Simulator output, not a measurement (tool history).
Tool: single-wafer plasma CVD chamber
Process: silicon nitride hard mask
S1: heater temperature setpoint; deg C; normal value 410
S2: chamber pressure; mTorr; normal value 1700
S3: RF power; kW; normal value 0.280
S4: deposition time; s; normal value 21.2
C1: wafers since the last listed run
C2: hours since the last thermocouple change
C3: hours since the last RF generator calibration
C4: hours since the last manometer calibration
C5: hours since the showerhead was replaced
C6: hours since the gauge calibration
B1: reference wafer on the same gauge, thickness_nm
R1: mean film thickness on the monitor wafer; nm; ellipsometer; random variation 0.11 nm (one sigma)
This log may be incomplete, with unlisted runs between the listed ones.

run 1 hour=0.0 | S1=410 S2=1700 S3=0.280 S4=21.2 | C1=0 C2=2018.1 C3=893.5 C4=1687.1 C5=6.3 C6=327.0 | B1=24.710 | R1=24.219
run 2 hour=10.2 | S1=410 S2=1700 S3=0.280 S4=21.2 | C1=375 C2=2028.3 C3=903.7 C4=1697.3 C5=16.5 C6=337.2 | B1=24.675 | R1=24.193
-- hour=28.1 thermocouple changed; heater temperature recalibrated
run 3 hour=28.6 | S1=410 S2=1700 S3=0.280 S4=21.2 | C1=382 C2=0.5 C3=922.1 C4=1715.7 C5=34.9 C6=355.6 | B1=24.732 | R1=23.992
-- hour=34.7 gauge calibrated
run 4 hour=35.7 | S1=410 S2=1700 S3=0.280 S4=18.6 | C1=261 C2=7.6 C3=929.2 C4=1722.8 C5=42.0 C6=1.0 | B1=24.702 | R1=21.051
-- hour=46.4 capacitance manometer re-zeroed and calibrated
run 5 hour=46.8 | S1=410 S2=1700 S3=0.280 S4=21.2 | C1=114 C2=18.7 C3=940.3 C4=0.4 C5=53.1 C6=12.1 | B1=24.719 | R1=24.223
run 6 hour=98.1 | S1=410 S2=1700 S3=0.300 S4=21.2 | C1=1887 C2=70.0 C3=991.6 C4=51.7 C5=104.4 C6=63.4 | B1=24.735 | R1=25.133
run 7 hour=112.4 | S1=410 S2=1700 S3=0.280 S4=21.2 | C1=526 C2=84.3 C3=1005.9 C4=66.0 C5=118.7 C6=77.7 | B1=24.759 | R1=24.211
run 8 hour=128.0 | S1=410 S2=1700 S3=0.245 S4=21.2 | C1=573 C2=99.9 C3=1021.5 C4=81.6 C5=134.3 C6=93.3 | B1=24.684 | R1=21.897
run 9 hour=140.5 | S1=410 S2=1700 S3=0.280 S4=21.2 | C1=459 C2=112.4 C3=1034.0 C4=94.1 C5=146.8 C6=105.8 | B1=24.721 | R1=24.037
-- hour=149.7 RF generator calibrated
run 10 hour=155.3 | S1=410 S2=1700 S3=0.250 S4=17.1 | C1=250 C2=127.2 C3=5.6 C4=108.9 C5=161.6 C6=120.6 | B1=24.665 | R1=19.215
run 11 hour=162.4 | S1=410 S2=1700 S3=0.280 S4=18.4 | C1=261 C2=134.3 C3=12.7 C4=116.0 C5=168.7 C6=127.7 | B1=24.708 | R1=22.086
run 12 hour=176.6 | S1=410 S2=1700 S3=0.280 S4=21.2 | C1=522 C2=148.5 C3=26.9 C4=130.2 C5=182.9 C6=141.9 | B1=24.668 | R1=25.464
run 13 hour=192.0 | S1=410 S2=1560 S3=0.280 S4=21.2 | C1=566 C2=163.9 C3=42.3 C4=145.6 C5=198.3 C6=157.3 | B1=24.686 | R1=24.858
run 14 hour=204.1 | S1=410 S2=1410 S3=0.280 S4=24.5 | C1=445 C2=176.0 C3=54.4 C4=157.7 C5=210.4 C6=169.4 | B1=24.724 | R1=27.841
run 15 hour=213.3 | S1=422 S2=1890 S3=0.310 S4=23.0 | C1=338 C2=185.2 C3=63.6 C4=166.9 C5=219.6 C6=178.6 | B1=24.697 | R1=30.028
run 16 hour=227.8 | S1=410 S2=1700 S3=0.325 S4=24.9 | C1=533 C2=199.7 C3=78.1 C4=181.4 C5=234.1 C6=193.1 | B1=24.641 | R1=32.926
run 17 hour=236.5 | S1=402 S2=1700 S3=0.280 S4=17.2 | C1=320 C2=208.4 C3=86.8 C4=190.1 C5=242.8 C6=201.8 | B1=24.739 | R1=20.676
run 18 hour=252.0 | S1=410 S2=1700 S3=0.280 S4=21.2 | C1=570 C2=223.9 C3=102.3 C4=205.6 C5=258.3 C6=217.3 | B1=24.679 | R1=25.277
run 19 hour=261.3 | S1=410 S2=1970 S3=0.280 S4=19.6 | C1=342 C2=233.2 C3=111.6 C4=214.9 C5=267.6 C6=226.6 | B1=24.693 | R1=24.420
run 20 hour=268.7 | S1=410 S2=1530 S3=0.280 S4=21.2 | C1=272 C2=240.6 C3=119.0 C4=222.3 C5=275.0 C6=234.0 | B1=24.692 | R1=24.629
run 21 hour=284.5 | S1=410 S2=1700 S3=0.280 S4=21.2 | C1=581 C2=256.4 C3=134.8 C4=238.1 C5=290.8 C6=249.8 | B1=24.681 | R1=25.137
run 22 hour=292.5 | S1=410 S2=1700 S3=0.280 S4=21.2 | C1=294 C2=264.4 C3=142.8 C4=246.1 C5=298.8 C6=257.8 | B1=24.719 | R1=25.126
run 23 hour=309.8 | S1=410 S2=1700 S3=0.280 S4=21.2 | C1=636 C2=281.7 C3=160.1 C4=263.4 C5=316.1 C6=275.1 | B1=24.689 | R1=25.208
run 24 hour=320.0 | S1=422 S2=1700 S3=0.255 S4=24.2 | C1=375 C2=291.9 C3=170.3 C4=273.6 C5=326.3 C6=285.3 | B1=24.737 | R1=26.652
run 25 hour=334.4 | S1=410 S2=1700 S3=0.280 S4=21.2 | C1=529 C2=306.3 C3=184.7 C4=288.0 C5=340.7 C6=299.7 | B1=24.694 | R1=24.955
run 26 hour=348.8 | S1=415 S2=2040 S3=0.315 S4=22.9 | C1=529 C2=320.7 C3=199.1 C4=302.4 C5=355.1 C6=314.1 | B1=24.676 | R1=30.582
-- hour=357.3 gauge calibrated
run 27 hour=360.9 | S1=410 S2=1700 S3=0.265 S4=18.1 | C1=445 C2=332.8 C3=211.2 C4=314.5 C5=367.2 C6=3.6 | B1=24.703 | R1=20.568
run 28 hour=371.0 | S1=410 S2=1700 S3=0.330 S4=21.2 | C1=371 C2=342.9 C3=221.3 C4=324.6 C5=377.3 C6=13.7 | B1=24.754 | R1=27.924

Branching from run 28: 5 alternative next runs. What would each branch give?
run A hour=371.4 | S1=396 S2=1700 S3=0.280 S4=21.2 | C1=14 C2=343.3 C3=221.7 C4=325.0 C5=377.7 C6=14.1 | B1=? | R1=?
run B hour=371.4 | S1=410 S2=1700 S3=0.280 S4=22.7 | C1=14 C2=343.3 C3=221.7 C4=325.0 C5=377.7 C6=14.1 | B1=? | R1=?
run C hour=371.4 | S1=416 S2=1700 S3=0.325 S4=21.2 | C1=14 C2=343.3 C3=221.7 C4=325.0 C5=377.7 C6=14.1 | B1=? | R1=?
run D hour=371.4 | S1=410 S2=1460 S3=0.225 S4=23.9 | C1=14 C2=343.3 C3=221.7 C4=325.0 C5=377.7 C6=14.1 | B1=? | R1=?
run E hour=371.4 | S1=410 S2=1290 S3=0.280 S4=21.2 | C1=14 C2=343.3 C3=221.7 C4=325.0 C5=377.7 C6=14.1 | B1=? | R1=?

run=A B1=24.709 R1=24.946
run=B B1=24.709 R1=26.531
run=C B1=24.709 R1=27.292
run=D B1=24.709 R1=22.969
run=E B1=24.709 R1=22.964
Had the tool no hidden state, the same runs would have come out as:
run=A R1=25.687
run=B R1=27.318
run=C R1=28.065
run=D R1=23.705
run=E R1=23.646
